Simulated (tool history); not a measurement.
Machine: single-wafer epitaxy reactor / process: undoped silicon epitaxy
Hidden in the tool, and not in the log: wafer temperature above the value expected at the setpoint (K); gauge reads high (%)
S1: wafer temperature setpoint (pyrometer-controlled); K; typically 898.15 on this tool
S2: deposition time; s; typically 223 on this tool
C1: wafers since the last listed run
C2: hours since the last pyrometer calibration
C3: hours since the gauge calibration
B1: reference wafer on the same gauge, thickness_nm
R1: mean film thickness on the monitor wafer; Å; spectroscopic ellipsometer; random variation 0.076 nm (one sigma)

run	hour	S1	S2	C1	C2	C3	B1	R1
1	0	905.15	235	0	931.4	122.7	17.898	270.17
2	55.9	898.15	195	322	987.3	178.6	17.91	194.6
3	108.7	898.15	195	305	1040.1	231.4	17.904	194.03
4	174.6	898.15	223	380	1106	297.3	17.865	221.15
5	352	898.15	223	1024	1283.4	474.7	17.881	221.09
6	401.8	898.15	223	287	1333.2	524.5	17.88	221.22
7	437.6	898.15	223	206	1369	560.3	17.88	221.45
# hour 498.8: pyrometer calibrated
8	508.2	898.15	223	361	9.4	630.9	17.89	222.23
9	574.1	898.15	223	380	75.3	696.8	17.909	221.4
10	625.1	906.15	179	294	126.3	747.8	17.909	209.27
11	663.4	890.15	223	221	164.6	786.1	17.87	187.8
12	714	910.15	223	292	215.2	836.7	17.904	282.14
13	757.2	908.15	263	249	258.4	879.9	17.894	318.53
14	804.6	884.15	253	273	305.8	927.3	17.901	189.62
# hour 827.1: gauge calibrated
15	960.3	898.15	223	899	461.5	133.2	17.898	222.04
16	1024.7	912.15	182	372	525.9	197.6	17.918	238.72
17	1053.7	907.15	210	167	554.9	226.6	17.883	248.9

List, for all runs, the conditions of the tool that the log does not record:
wafer temperature above the value expected at the setpoint (K): 0 on each run
gauge reads high (%): 0 on each run
